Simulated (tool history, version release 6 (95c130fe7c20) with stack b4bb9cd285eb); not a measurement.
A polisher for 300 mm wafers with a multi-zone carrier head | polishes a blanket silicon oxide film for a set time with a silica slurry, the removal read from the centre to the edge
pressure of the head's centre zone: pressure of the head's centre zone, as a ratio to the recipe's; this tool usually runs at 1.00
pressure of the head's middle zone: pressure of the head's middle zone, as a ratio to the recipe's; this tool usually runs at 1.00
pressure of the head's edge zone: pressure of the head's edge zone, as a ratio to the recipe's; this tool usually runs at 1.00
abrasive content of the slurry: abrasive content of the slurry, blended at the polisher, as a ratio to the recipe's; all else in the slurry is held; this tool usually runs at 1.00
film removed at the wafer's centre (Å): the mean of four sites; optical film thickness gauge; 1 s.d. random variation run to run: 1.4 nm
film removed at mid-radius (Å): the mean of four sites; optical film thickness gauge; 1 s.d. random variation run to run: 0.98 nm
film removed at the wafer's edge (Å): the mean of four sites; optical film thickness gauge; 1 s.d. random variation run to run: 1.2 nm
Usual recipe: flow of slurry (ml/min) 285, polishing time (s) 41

run	day	flow of slurry (ml/min)	pressure of the head's centre zone	pressure of the head's middle zone	pressure of the head's edge zone	abrasive content of the slurry	polishing time (s)	incoming thickness of the incoming film, nm	film removed at the wafer's centre (Å)	film removed at mid-radius (Å)	film removed at the wafer's edge (Å)
1	0.000	285	1.00	1.00	1.00	1.00	41	1180.6	1037	913	922
2	0.462	285	1.04	1.00	1.00	1.00	53	1159.9	1447	1166	1180
3	0.792	285	1.11	1.00	1.00	1.00	41	1144.0	1127	899	912
4	1.521	255	0.89	1.00	1.00	1.00	50	1166.3	1077	1051	1122
5	2.179	285	0.90	1.00	1.00	1.20	35	1147.6	839	803	806
# day 2.842: edge zone pressure recalibrated
# day 2.921: worn pad replaced by a new one
6	2.942	260	0.88	1.00	1.00	1.00	45	1140.2	963	951	981
7	3.208	285	1.00	1.00	1.00	1.00	41	1163.0	1020	878	914
# day 3.646: centre zone pressure recalibrated
8	3.671	285	0.91	0.89	0.95	0.70	41	1155.8	769	740	794
9	4.392	355	1.08	1.10	1.00	1.00	41	1171.1	1061	975	919
10	5.375	245	1.00	1.00	1.10	1.00	41	1161.0	888	839	929
11	5.942	285	1.09	1.11	1.00	1.00	41	1172.0	991	901	890
12	6.217	285	1.00	1.09	1.00	0.85	41	1144.7	874	859	858
13	6.825	240	1.00	1.00	1.11	1.10	41	1149.6	929	859	927
# day 7.417: slurry nozzle cleaned
# day 7.608: carrier head's membrane replaced by a new one
# day 7.750: worn pad replaced by a new one
14	7.771	285	0.94	1.00	1.05	1.00	36	1168.6	872	848	879
15	7.888	285	1.00	1.00	1.00	1.00	41	1149.1	1080	972	955
16	8.550	285	1.00	1.00	1.00	1.00	41	1160.2	1021	965	952
17	9.658	285	1.00	1.00	1.00	0.75	41	1151.4	989	872	875
18	10.162	285	1.00	1.00	1.00	1.00	36	1135.6	917	832	837
19	10.604	285	1.08	1.00	1.06	1.00	54	1160.5	1485	1227	1285
20	11.229	285	1.00	1.00	1.00	1.00	41	1179.1	1031	936	926
21	11.654	285	0.90	1.00	0.93	1.00	41	1165.2	928	936	927
22	12.542	285	1.00	1.00	1.00	1.00	41	1173.4	1032	928	933
# day 12.888: worn pad replaced by a new one
23	13.196	285	0.96	1.00	1.00	1.00	41	1158.8	994	930	926

List, for all runs, the conditions of the tool that the log does not record:
removal rate lost through wear of the pad, %: 0 at every run
deviation of the edge zone's pressure from its setpoint, %: 0 at every run
H1: slurry flow missing at the pad, %
H2: deviation of the centre zone's pressure from its setpoint, %
run	H1	H2
1	42.6	10.9
2	44.8	11
3	46.1	11
4	48.7	11
5	50.5	11
6	52.2	11.1
7	52.7	11.1
8	53.5	1.55
9	54.5	2.02
10	55.6	2.65
11	56.1	2.99
12	56.3	3.15
13	56.6	3.51
14	4.83	4.03
15	6.19	4.1
16	13.1	4.45
17	21.7	5.01
18	24.8	5.25
19	27.1	5.46
20	29.9	5.75
21	31.4	5.94
22	34.1	6.32
23	35.7	6.59
